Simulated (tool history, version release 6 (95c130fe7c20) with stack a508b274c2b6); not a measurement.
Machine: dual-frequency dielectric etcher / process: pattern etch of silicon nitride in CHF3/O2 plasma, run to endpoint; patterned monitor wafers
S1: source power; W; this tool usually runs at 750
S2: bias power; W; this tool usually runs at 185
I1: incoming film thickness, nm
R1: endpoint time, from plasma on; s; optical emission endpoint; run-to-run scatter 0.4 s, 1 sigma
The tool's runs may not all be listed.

| run | hour | S1 | S2 | I1 | R1 |
|---|---|---|---|---|---|
| 1 | 0 | 630 | 185 | 104.7 | 70 |
| 2 | 23 | 630 | 185 | 105.8 | 70.5 |
| 3 | 36.1 | 750 | 185 | 105.9 | 62.8 |
| 4 | 65.9 | 750 | 185 | 105.5 | 62.7 |
| 5 | 96.6 | 750 | 185 | 106.1 | 63.2 |
| 6 | 110.2 | 800 | 185 | 106.4 | 60.1 |
| 7 | 140.4 | 800 | 185 | 105.1 | 60.8 |
| 8 | 174 | 800 | 185 | 105.9 | 60.5 |
| 9 | 192.6 | 750 | 185 | 105 | 62.9 |
| 10 | 210.5 | 750 | 185 | 105.5 | 63.7 |
| 11 | 240.3 | 750 | 185 | 105.4 | 63.4 |
| 12 | 262.2 | 750 | 185 | 106 | 64 |
|  | 295.6 | source power generator calibrated |
|  | 296.8 | wet clean of the chamber |
| 13 | 297.3 | 750 | 185 | 106 | 61.6 |
| 14 | 308.9 | 750 | 185 | 105.8 | 61.4 |
| 15 | 334.6 | 620 | 216 | 106.8 | 65.5 |
|  | 361.6 | upper electrode replaced |
| 16 | 362.1 | 750 | 185 | 106.4 | 61.7 |
| 17 | 388.3 | 750 | 156 | 105.5 | 65.5 |
| 18 | 417.7 | 600 | 142 | 105 | 78.1 |
|  | 426.6 | bias power generator calibrated |
| 19 | 437.9 | 620 | 219 | 104.6 | 64.5 |
| 20 | 458.9 | 750 | 160 | 105.9 | 65.5 |
| 21 | 479.6 | 750 | 185 | 104.4 | 60.7 |
| 22 | 513.2 | 750 | 185 | 106.2 | 62.3 |
| 23 | 532.5 | 750 | 185 | 105.7 | 62.1 |
| 24 | 558.2 | 810 | 185 | 105.7 | 60 |
| 25 | 585.9 | 850 | 144 | 105.8 | 63.2 |
| 26 | 604.1 | 660 | 146 | 104.9 | 73 |
| 27 | 628.6 | 690 | 224 | 105.6 | 60.5 |
| 28 | 662.3 | 920 | 226 | 106.9 | 52.2 |
| 29 | 689 | 850 | 150 | 106.2 | 63.3 |

Here are 4 independent what-if runs from the current tool condition. What would each one return?
| A | 689.4 | 750 | 185 | 105.4 | ? |
| B | 689.4 | 630 | 169 | 105.4 | ? |
| C | 689.4 | 600 | 212 | 105.4 | ? |
| D | 689.4 | 750 | 220 | 105.4 | ? |

| run | R1 |
|---|---|
| A | 62.8 |
| B | 72.8 |
| C | 69.2 |
| D | 58.9 |
What these runs would have given with no unlogged condition in the tool:
| run | R1 |
|---|---|
| A | 60.3 |
| B | 69.9 |
| C | 66.4 |
| D | 56.5 |
